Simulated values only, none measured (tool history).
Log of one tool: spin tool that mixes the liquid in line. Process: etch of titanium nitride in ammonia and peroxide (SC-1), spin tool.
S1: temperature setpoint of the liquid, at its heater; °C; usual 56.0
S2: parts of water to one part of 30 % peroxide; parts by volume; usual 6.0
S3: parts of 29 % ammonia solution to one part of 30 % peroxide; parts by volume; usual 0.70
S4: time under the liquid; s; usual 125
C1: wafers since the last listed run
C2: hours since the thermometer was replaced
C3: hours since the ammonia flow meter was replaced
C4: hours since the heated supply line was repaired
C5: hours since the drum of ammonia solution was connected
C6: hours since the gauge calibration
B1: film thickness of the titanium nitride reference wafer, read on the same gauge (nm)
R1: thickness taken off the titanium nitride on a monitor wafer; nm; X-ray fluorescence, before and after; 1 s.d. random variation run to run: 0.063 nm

run	hour	S1	S2	S3	S4	C1	C2	C3	C4	C5	C6	B1	R1
1	0.0	56.0	6.0	0.70	125	0	390.2	1522.1	1989.2	575.1	341.3	99.99	10.20
# hour 31.9: new drum of ammonia solution connected
2	50.9	56.0	6.0	0.70	125	413	441.1	1573.0	2040.1	19.0	392.2	100.02	10.15
3	91.1	56.0	6.0	0.70	125	332	481.3	1613.2	2080.3	59.2	432.4	99.99	10.09
4	186.7	48.0	5.0	0.35	125	791	576.9	1708.8	2175.9	154.8	528.0	99.98	5.65
5	237.4	56.0	6.0	0.70	125	419	627.6	1759.5	2226.6	205.5	578.7	99.97	9.96
6	323.1	56.0	5.0	0.70	60	709	713.3	1845.2	2312.3	291.2	664.4	100.01	5.19
# hour 333.7: ammonia flow meter replaced
7	359.2	56.0	8.5	0.70	125	290	749.4	25.5	2348.4	327.3	700.5	99.97	8.30
# hour 362.3: thermometer replaced
8	583.7	63.5	5.0	0.70	185	1851	221.4	250.0	2572.9	551.8	925.0	100.00	27.35
9	638.2	56.0	6.0	0.70	85	451	275.9	304.5	2627.4	606.3	979.5	99.98	7.01
# hour 694.5: new drum of ammonia solution connected
10	707.2	56.0	6.0	0.70	125	563	344.9	373.5	2696.4	12.7	1048.5	99.96	10.21
11	769.0	60.5	6.0	0.70	125	511	406.7	435.3	2758.2	74.5	1110.3	100.01	13.61
12	856.3	49.0	6.0	0.70	185	723	494.0	522.6	2845.5	161.8	1197.6	100.03	9.19
13	934.9	56.0	9.0	0.50	125	650	572.6	601.2	2924.1	240.4	1276.2	100.02	7.80
# hour 947.2: heated supply line repaired
14	999.9	56.0	6.0	0.70	125	530	637.6	666.2	52.7	305.4	1341.2	100.03	10.00
15	1057.2	56.0	6.0	0.70	125	474	694.9	723.5	110.0	362.7	1398.5	99.98	9.94
# hour 1171.9: thermometer replaced
16	1296.7	50.5	7.0	0.90	160	1975	124.8	963.0	349.5	602.2	1638.0	100.02	8.78
# hour 1317.4: new drum of ammonia solution connected
17	1400.2	56.0	6.0	0.55	145	848	228.3	1066.5	453.0	82.8	1741.5	100.00	11.44
18	1460.3	56.0	6.0	0.70	125	497	288.4	1126.6	513.1	142.9	1801.6	100.02	10.23
19	1498.1	56.0	6.0	0.70	125	313	326.2	1164.4	550.9	180.7	1839.4	99.99	10.09
20	1564.3	56.0	6.0	0.70	195	548	392.4	1230.6	617.1	246.9	1905.6	100.03	15.97
21	1608.5	48.5	6.0	0.70	125	366	436.6	1274.8	661.3	291.1	1949.8	99.99	6.15
22	1707.8	61.0	7.0	0.70	125	822	535.9	1374.1	760.6	390.4	2049.1	100.00	13.00
23	1792.8	48.5	6.0	0.70	125	703	620.9	1459.1	845.6	475.4	2134.1	99.97	5.96

Predict each of these 5 candidate next runs independently; none follows another, all start after run 23:
A	1793.3	56.0	6.0	0.95	125	4	621.4	1459.6	846.1	475.9	2134.6	?	?
B	1793.3	56.0	6.0	0.50	125	4	621.4	1459.6	846.1	475.9	2134.6	?	?
C	1793.3	52.5	5.0	0.95	155	4	621.4	1459.6	846.1	475.9	2134.6	?	?
D	1793.3	65.5	6.0	1.00	190	4	621.4	1459.6	846.1	475.9	2134.6	?	?
E	1793.3	56.0	6.0	0.55	65	4	621.4	1459.6	846.1	475.9	2134.6	?	?

run	B1	R1
A	100.00	10.46
B	100.00	9.53
C	100.00	11.08
D	100.00	29.85
E	100.00	5.03
With no hidden state in the tool, these same runs would have given:
run	R1
A	11.02
B	10.04
C	11.68
D	31.35
E	5.30

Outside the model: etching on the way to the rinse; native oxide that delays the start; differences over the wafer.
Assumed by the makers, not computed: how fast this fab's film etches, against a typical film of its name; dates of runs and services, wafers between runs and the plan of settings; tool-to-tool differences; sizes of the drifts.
